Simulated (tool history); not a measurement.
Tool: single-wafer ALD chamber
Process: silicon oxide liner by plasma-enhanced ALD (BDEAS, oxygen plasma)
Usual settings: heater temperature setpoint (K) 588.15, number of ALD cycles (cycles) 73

run	hour	heater temperature setpoint (K)	number of ALD cycles (cycles)	read-back reference wafer on the same gauge, thickness_nm	mean film thickness on the monitor wafer (angstrom)
1	0.0	588.15	73	6.648	71.73
2	19.6	588.15	73	6.657	71.79
3	36.0	588.15	73	6.666	72.07
4	57.4	588.15	67	6.554	64.75
5	75.2	588.15	67	6.556	64.67
6	97.2	588.15	67	6.560	65.13
7	125.3	588.15	73	6.560	70.85
8	149.3	588.15	73	6.564	70.94
9	188.9	577.15	73	6.567	71.62
10	222.8	588.15	73	6.572	70.85
11	245.3	588.15	73	6.578	70.65
12	263.1	588.15	73	6.581	71.03
13	277.5	588.15	73	6.586	71.24
14	309.7	588.15	73	6.594	71.13
15	339.1	588.15	73	6.602	71.20
16	356.5	588.15	73	6.607	71.40
17	388.7	588.15	73	6.618	71.33
18	414.1	579.15	60	6.631	59.40
19	432.7	603.15	62	6.635	59.69
20	445.8	588.15	68	6.643	66.88
21	458.7	588.15	81	6.645	79.51
22	477.2	588.15	73	6.653	71.78
23	503.3	576.15	87	6.665	87.21
24	533.2	599.15	73	6.684	71.23
25	562.1	597.15	60	6.698	58.73
26	584.6	588.15	73	6.713	72.46
27	605.9	577.15	78	6.577	76.46
28	627.7	588.15	73	6.575	71.09
29	646.1	582.15	59	6.576	57.87
30	674.6	573.15	61	6.575	60.14
31	695.1	588.15	73	6.579	70.94
32	718.0	601.15	64	6.585	61.57
33	749.6	579.15	61	6.588	59.96
34	776.9	588.15	73	6.591	71.05
35	807.5	583.15	73	6.599	71.73

Not shown: 3 entries that the log had between the listed runs. Between which runs, and how does the tool's hidden state differ before and after?
Between runs 3 and 4: gauge calibrated (hour 43.3)
  gauge reads high (%): 1.62 -> -0.0637
  measured less the result without the state, mean film thickness on the monitor wafer (angstrom): +1.15 -> -0.04
Between runs 18 and 19: thermocouple changed; heater temperature recalibrated (hour 431.9)
  gauge reads high (%): 1.04 -> 1.15
  measured less the result without the state, mean film thickness on the monitor wafer (angstrom): +0.61 -> +0.68
Between runs 26 and 27: gauge calibrated (hour 589.1)
  gauge reads high (%): 2.29 -> 0.22
  measured less the result without the state, mean film thickness on the monitor wafer (angstrom): +1.62 -> +0.16

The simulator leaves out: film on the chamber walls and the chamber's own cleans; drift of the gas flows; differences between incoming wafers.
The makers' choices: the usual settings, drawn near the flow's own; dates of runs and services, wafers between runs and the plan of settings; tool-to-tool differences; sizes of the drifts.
